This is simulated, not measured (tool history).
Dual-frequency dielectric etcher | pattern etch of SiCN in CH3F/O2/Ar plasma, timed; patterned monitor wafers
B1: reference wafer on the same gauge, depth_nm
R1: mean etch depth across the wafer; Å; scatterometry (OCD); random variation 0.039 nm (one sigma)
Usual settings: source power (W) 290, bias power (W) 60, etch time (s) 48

{"run": 1, "hour": 0.0, "source power (W)": 290, "bias power (W)": 54, "etch time (s)": 41, "B1": 17.61, "R1": 124.3}
{"run": 2, "hour": 78.1, "source power (W)": 290, "bias power (W)": 54, "etch time (s)": 41, "B1": 17.6, "R1": 124}
{"hour": 160.9, "done": "wet clean of the chamber"}
{"run": 3, "hour": 173.4, "source power (W)": 290, "bias power (W)": 54, "etch time (s)": 41, "B1": 17.61, "R1": 125.9}
{"run": 4, "hour": 270.2, "source power (W)": 290, "bias power (W)": 60, "etch time (s)": 48, "B1": 17.61, "R1": 151.4}
{"run": 5, "hour": 351.9, "source power (W)": 290, "bias power (W)": 60, "etch time (s)": 48, "B1": 17.6, "R1": 151.9}
{"hour": 454.9, "done": "gauge calibrated"}
{"run": 6, "hour": 516.2, "source power (W)": 290, "bias power (W)": 60, "etch time (s)": 56.5, "B1": 17.59, "R1": 177.8}
{"hour": 601.1, "done": "upper electrode replaced"}
{"run": 7, "hour": 603.9, "source power (W)": 290, "bias power (W)": 60, "etch time (s)": 41.5, "B1": 17.6, "R1": 130.6}
{"run": 8, "hour": 649.9, "source power (W)": 310, "bias power (W)": 56, "etch time (s)": 37, "B1": 17.6, "R1": 117.2}
{"hour": 662.1, "done": "bias power generator calibrated"}
{"hour": 723.7, "done": "wet clean of the chamber"}
{"run": 9, "hour": 785.7, "source power (W)": 320, "bias power (W)": 50, "etch time (s)": 61, "B1": 17.6, "R1": 191.9}
{"hour": 867.4, "done": "source power generator calibrated"}
{"run": 10, "hour": 867.9, "source power (W)": 310, "bias power (W)": 71, "etch time (s)": 48, "B1": 17.6, "R1": 160.5}
{"run": 11, "hour": 936.3, "source power (W)": 350, "bias power (W)": 71, "etch time (s)": 59.5, "B1": 17.6, "R1": 210.7}
{"run": 12, "hour": 972.8, "source power (W)": 240, "bias power (W)": 47, "etch time (s)": 40, "B1": 17.59, "R1": 105.9}
{"run": 13, "hour": 1014.6, "source power (W)": 290, "bias power (W)": 60, "etch time (s)": 48, "B1": 17.6, "R1": 148.5}

The next listed run, before its measurement:
{"run": 14, "hour": 1070.4, "source power (W)": 240, "bias power (W)": 60, "etch time (s)": 48, "B1": "?", "R1": "?"}

B1: 17.6
R1: 136.5 Å
Without the tool's hidden state the same run would have given R1 137.1 Å.

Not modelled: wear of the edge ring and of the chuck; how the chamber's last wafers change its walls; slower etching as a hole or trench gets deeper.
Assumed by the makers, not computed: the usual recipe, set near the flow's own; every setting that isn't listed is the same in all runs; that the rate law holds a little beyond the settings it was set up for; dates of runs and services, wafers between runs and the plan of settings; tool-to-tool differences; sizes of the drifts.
